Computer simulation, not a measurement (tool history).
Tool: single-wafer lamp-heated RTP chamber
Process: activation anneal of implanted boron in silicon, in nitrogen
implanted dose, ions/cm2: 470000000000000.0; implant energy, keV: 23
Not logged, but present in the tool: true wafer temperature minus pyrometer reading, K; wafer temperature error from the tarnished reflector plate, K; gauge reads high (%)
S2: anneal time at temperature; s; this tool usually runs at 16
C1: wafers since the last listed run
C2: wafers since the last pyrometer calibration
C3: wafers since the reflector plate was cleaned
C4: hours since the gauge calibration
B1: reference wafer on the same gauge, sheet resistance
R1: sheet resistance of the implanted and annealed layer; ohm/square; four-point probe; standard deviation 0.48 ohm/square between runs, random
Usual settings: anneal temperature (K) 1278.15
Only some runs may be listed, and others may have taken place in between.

Run 1, day 0.000: usual settings but S2 18 s; C1 0; C2 3507; C3 4345; C4 244.9; B1 229.12. Result: R1 219.69 ohm/square.
Run 2, day 1.288: usual settings but anneal temperature (K) 1261.15; C1 251; C2 3758; C3 4596; C4 275.8; B1 228.96. Result: R1 226.40 ohm/square.
Run 3, day 3.525: usual settings; C1 436; C2 4194; C3 5032; C4 329.5; B1 229.02. Result: R1 220.08 ohm/square.
At day 5.492: pyrometer window cleaned and pyrometer calibrated.
Run 4, day 6.388: usual settings; C1 493; C2 174; C3 5525; C4 398.2; B1 229.05. Result: R1 220.91 ohm/square.
Run 5, day 8.742: usual settings but anneal temperature (K) 1288.15; C1 459; C2 633; C3 5984; C4 454.7; B1 228.79. Result: R1 218.17 ohm/square.
Run 6, day 11.038: usual settings but anneal temperature (K) 1288.15; C1 447; C2 1081; C3 6432; C4 509.8; B1 229.00. Result: R1 218.66 ohm/square.
Run 7, day 16.554: usual settings but anneal temperature (K) 1294.15; C1 1075; C2 2157; C3 7508; C4 642.2; B1 229.16. Result: R1 218.13 ohm/square.
Run 8, day 18.558: usual settings; C1 390; C2 2547; C3 7899; C4 690.3; B1 228.89. Result: R1 220.80 ohm/square.
At day 20.279: reflector plate cleaned.
Run 9, day 20.783: usual settings; C1 368; C2 2916; C3 98; C4 743.7; B1 228.78. Result: R1 222.28 ohm/square.
Run 10, day 21.971: usual settings but anneal temperature (K) 1258.15; C1 231; C2 3148; C3 329; C4 772.2; B1 229.00. Result: R1 231.15 ohm/square.
At day 23.875: pyrometer window cleaned and pyrometer calibrated.
Run 11, day 24.533: usual settings but anneal temperature (K) 1248.15, S2 10 s; C1 434; C2 128; C3 764; C4 833.7; B1 229.09. Result: R1 243.84 ohm/square.
Run 12, day 27.388: usual settings; C1 556; C2 684; C3 1320; C4 902.2; B1 228.94. Result: R1 220.70 ohm/square.
Run 13, day 29.412: usual settings; C1 394; C2 1079; C3 1715; C4 950.8; B1 229.36. Result: R1 221.06 ohm/square.
At day 31.408: gauge calibrated.
Run 14, day 32.138: usual settings; C1 531; C2 1610; C3 2247; C4 17.5; B1 229.02. Result: R1 221.05 ohm/square.
Run 15, day 33.817: usual settings but anneal temperature (K) 1257.15, S2 25 s; C1 327; C2 1938; C3 2574; C4 57.8; B1 228.82. Result: R1 226.64 ohm/square.
Run 16, day 36.667: usual settings but anneal temperature (K) 1269.15, S2 21 s; C1 555; C2 2493; C3 3130; C4 126.2; B1 229.08. Result: R1 221.36 ohm/square.
Run 17, day 39.462: usual settings but anneal temperature (K) 1255.15, S2 19 s; C1 545; C2 3039; C3 3675; C4 193.3; B1 229.15. Result: R1 227.62 ohm/square.
Run 18, day 41.212: usual settings; C1 341; C2 3380; C3 4016; C4 235.3; B1 228.86. Result: R1 220.66 ohm/square.

How the hidden state differs across the entries between the runs, from the last listed run before each to the first after it:
From run 3 to run 4: pyrometer window cleaned and pyrometer calibrated (day 5.492)
  wafer temperature error from the tarnished reflector plate, K: 7.53 -> 7.75
  measured minus no-state result, R1: -1.88 -> -1.93 ohm/square
From run 8 to run 9: reflector plate cleaned (day 20.279)
  wafer temperature error from the tarnished reflector plate, K: 8.31 -> 0.461
  measured minus no-state result, R1: -2.05 -> -0.14 ohm/square
From run 10 to run 11: pyrometer window cleaned and pyrometer calibrated (day 23.875)
  wafer temperature error from the tarnished reflector plate, K: 1.16 -> 2.47
  measured minus no-state result, R1: -0.88 -> -3.17 ohm/square
From run 13 to run 14: gauge calibrated (day 31.408)
  wafer temperature error from the tarnished reflector plate, K: 4.36 -> 5.15
  measured minus no-state result, R1: -1.17 -> -1.36 ohm/square
